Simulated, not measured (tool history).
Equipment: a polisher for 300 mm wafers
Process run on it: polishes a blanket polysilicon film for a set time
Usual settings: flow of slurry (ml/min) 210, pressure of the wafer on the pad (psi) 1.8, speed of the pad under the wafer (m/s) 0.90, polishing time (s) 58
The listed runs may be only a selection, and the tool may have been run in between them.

| run | hour | flow of slurry (ml/min) | pressure of the wafer on the pad (psi) | speed of the pad under the wafer (m/s) | polishing time (s) | wafers since the last listed run | wafers polished on this pad | hours since the slurry nozzle was cleaned | hours since the head pressure was calibrated | incoming thickness of the incoming film, nm | film removed (nm) |
|---|---|---|---|---|---|---|---|---|---|---|---|
| 1 | 0.0 | 210 | 1.8 | 0.90 | 58 | 0 | 40 | 222.0 | 54.7 | 2180.1 | 291.2 |
| 2 | 12.9 | 210 | 1.8 | 0.90 | 58 | 146 | 187 | 234.9 | 67.6 | 2152.3 | 290.8 |
| 3 | 48.2 | 210 | 1.8 | 0.90 | 58 | 400 | 587 | 270.2 | 102.9 | 2152.9 | 286.2 |
| 4 | 84.1 | 210 | 1.6 | 0.90 | 58 | 406 | 994 | 306.1 | 138.8 | 2173.4 | 247.5 |
|  | 111.2 | worn pad replaced by a new one |
| 5 | 119.0 | 210 | 1.6 | 0.90 | 58 | 350 | 88 | 341.0 | 173.7 | 2132.0 | 262.0 |
| 6 | 200.6 | 210 | 1.8 | 0.90 | 58 | 924 | 1013 | 422.6 | 255.3 | 2200.5 | 278.1 |
|  | 236.3 | worn pad replaced by a new one |
| 7 | 236.8 | 210 | 1.8 | 0.90 | 58 | 364 | 5 | 458.8 | 291.5 | 2167.1 | 295.3 |
| 8 | 266.6 | 210 | 1.8 | 0.90 | 58 | 337 | 343 | 488.6 | 321.3 | 2123.0 | 287.9 |
| 9 | 283.2 | 210 | 1.8 | 0.90 | 58 | 188 | 531 | 505.2 | 337.9 | 2174.4 | 284.7 |
| 10 | 301.1 | 230 | 1.9 | 0.90 | 58 | 202 | 734 | 523.1 | 355.8 | 2195.3 | 302.8 |
| 11 | 315.2 | 230 | 1.9 | 0.90 | 58 | 159 | 893 | 537.2 | 369.9 | 2163.8 | 297.1 |
| 12 | 349.4 | 210 | 1.8 | 0.90 | 68 | 387 | 1281 | 571.4 | 404.1 | 2152.1 | 326.3 |
| 13 | 367.6 | 210 | 1.8 | 0.64 | 44 | 206 | 1487 | 589.6 | 422.3 | 2165.4 | 150.8 |
|  | 380.2 | worn pad replaced by a new one |
| 14 | 388.4 | 270 | 1.8 | 0.90 | 58 | 190 | 92 | 610.4 | 443.1 | 2180.4 | 303.0 |
| 15 | 419.0 | 210 | 1.8 | 0.90 | 69 | 346 | 439 | 641.0 | 473.7 | 2141.4 | 341.1 |
|  | 426.2 | slurry nozzle cleaned |
| 16 | 450.9 | 210 | 1.8 | 0.90 | 58 | 350 | 789 | 24.7 | 505.6 | 2165.5 | 283.3 |
| 17 | 486.7 | 210 | 1.3 | 0.74 | 58 | 405 | 1195 | 60.5 | 541.4 | 2155.7 | 166.7 |
|  | 495.5 | worn pad replaced by a new one |
|  | 495.5 | head pressure recalibrated |
| 18 | 519.8 | 210 | 1.8 | 1.10 | 51 | 329 | 275 | 93.6 | 24.3 | 2197.6 | 313.7 |
| 19 | 610.5 | 210 | 1.8 | 0.90 | 67 | 1027 | 1303 | 184.3 | 115.0 | 2117.6 | 321.1 |

Expected results for the next run?
| 20 | 632.4 | 170 | 2.3 | 0.68 | 51 | 248 | 1551 | 206.2 | 136.9 | 2120.8 | ? |

Run 20 gave film removed (nm) 231.6.
Minus the tool's unlogged condition, the same run would have read film removed (nm) 246.0.
